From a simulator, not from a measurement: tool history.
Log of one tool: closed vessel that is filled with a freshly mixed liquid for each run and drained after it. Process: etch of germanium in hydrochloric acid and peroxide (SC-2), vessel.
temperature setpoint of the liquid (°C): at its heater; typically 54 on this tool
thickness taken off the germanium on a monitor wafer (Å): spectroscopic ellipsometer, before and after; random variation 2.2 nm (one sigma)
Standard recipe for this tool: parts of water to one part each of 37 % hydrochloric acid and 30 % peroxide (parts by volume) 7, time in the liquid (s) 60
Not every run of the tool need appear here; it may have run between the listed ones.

run,hour,temperature setpoint of the liquid (°C),parts of water to one part each of 37 % hydrochloric acid and 30 % peroxide (parts by volume),time in the liquid (s),wafers since the last listed run,hours since the thermometer was replaced,hours since the chemicals flow meter was replaced,hours since the drum of peroxide was connected,hours since the gauge calibration,"read-back film thickness of the germanium reference wafer, read on the same gauge (nm)",thickness taken off the germanium on a monitor wafer (Å)
1,0,54,7,60,0,1973,566.7,191.8,1002.3,79.98,2500.5
2,24,47.5,7,60,2771,1997,590.7,215.8,1026.3,80.01,2052.8
3,60.6,47.5,7,60,4226,2033.6,627.3,252.4,1062.9,80.02,2064.5
# hour 66.8: chemicals flow meter replaced
4,94.6,54,5,75,3811,2067.6,27.8,286.4,1096.9,79.98,3155.5
5,126.4,54,5,75,3672,2099.4,59.6,318.2,1128.7,79.99,3194.2
# hour 171.5: new drum of peroxide connected
6,173.4,54,7,70,5312,2146.4,106.6,1.9,1175.7,79.96,2958.3
7,206.2,54,7,60,3788,2179.2,139.4,34.7,1208.5,79.99,2544.8
8,237.5,54,7,60,3614,2210.5,170.7,66,1239.8,79.97,2547.6
9,274.2,54,7,60,4238,2247.2,207.4,102.7,1276.5,79.99,2530.6
10,304,54,7,60,3441,2277,237.2,132.5,1306.3,79.96,2537.6
11,352.7,54,7,60,5624,2325.7,285.9,181.2,1355,80.05,2581.9
12,393.1,54,7,60,4665,2366.1,326.3,221.6,1395.4,79.99,2540.4
13,431.2,54,7,80,4400,2404.2,364.4,259.7,1433.5,80.05,3375.7
# hour 469.8: new drum of peroxide connected
14,480.4,54,7,80,5566,2453.4,413.6,10.6,1482.7,80.02,3440.3
15,513.1,54,7,60,3776,2486.1,446.3,43.3,1515.4,80.01,2584.2
16,548.5,54,7,60,4088,2521.5,481.7,78.7,1550.8,80.02,2572.2
# hour 566: gauge calibrated
17,583.4,46,5,30,4030,2556.4,516.6,113.6,17.4,80.05,1003.1
18,641,54,5.5,45,6652,2614,574.2,171.2,75,80,1959.9
19,688.3,54,7,90,5462,2661.3,621.5,218.5,122.3,80,3873.9
20,744.9,48.5,4.5,35,6536,2717.9,678.1,275.1,178.9,79.99,1282.2
# hour 789.4: chemicals flow meter replaced
# hour 824: new drum of peroxide connected
21,856.9,54,7,60,12703,2829.9,67.5,32.9,290.9,80,2607.5
22,1034,54,7,60,20453,3007,244.6,210,468,80,2612.2
23,1080.2,49.5,9,40,5335,3053.2,290.8,256.2,514.2,80.01,1481.7
# hour 1129.9: new drum of peroxide connected
24,1134.7,59,5.5,60,6178,3107.7,345.3,4.8,568.7,79.98,3091.4
25,1176.2,50.5,10.5,35,4792,3149.2,386.8,46.3,610.2,80.04,1310.8
# hour 1179.4: thermometer replaced
26,1248,50.5,8,30,8176,68.6,458.6,118.1,682,80.01,1063
27,1296.2,46,10.5,75,5566,116.8,506.8,166.3,730.2,80.01,2263.9
28,1350.2,54,8.5,60,6236,170.8,560.8,220.3,784.2,79.97,2382.9
29,1392.5,44.5,8,30,4885,213.1,603.1,262.6,826.5,80,877.9
# hour 1406.3: chemicals flow meter replaced
30,1477.9,45.5,9,60,9747,298.5,71.6,348,911.9,80.03,1837.7
# hour 1514.8: new drum of peroxide connected
31,1548.6,51.5,8,40,8049,369.2,142.3,33.8,982.6,80.01,1457.9

Pick out some run-to-run changes in thickness taken off the germanium on a monitor wafer (Å). Of each, how much would a tool without hidden state show as well, from the settings, what came in and chance, and how much is left for the hidden state and any gauge scatter not in both results compared?
Hidden state present: liquid hotter than its thermometer reads (K); chemicals flow below the setpoint (%); peroxide weaker than its label (%); gauge reads high (%).
Run 18 -> 19: parts of water to one part each of 37 % hydrochloric acid and 30 % peroxide (parts by volume) 5.5 -> 7, time in the liquid (s) 45 -> 90. thickness taken off the germanium on a monitor wafer (Å) +1914: hidden state +129, all else +1785.
Run 19 -> 20: temperature setpoint of the liquid (°C) 54 -> 48.5, parts of water to one part each of 37 % hydrochloric acid and 30 % peroxide (parts by volume) 7 -> 4.5, time in the liquid (s) 90 -> 35. thickness taken off the germanium on a monitor wafer (Å) -2591.7: hidden state -167.2, all else -2424.5.
Run 24 -> 25: temperature setpoint of the liquid (°C) 59 -> 50.5, parts of water to one part each of 37 % hydrochloric acid and 30 % peroxide (parts by volume) 5.5 -> 10.5, time in the liquid (s) 60 -> 35. thickness taken off the germanium on a monitor wafer (Å) -1780.6: hidden state -129.5, all else -1651.1.
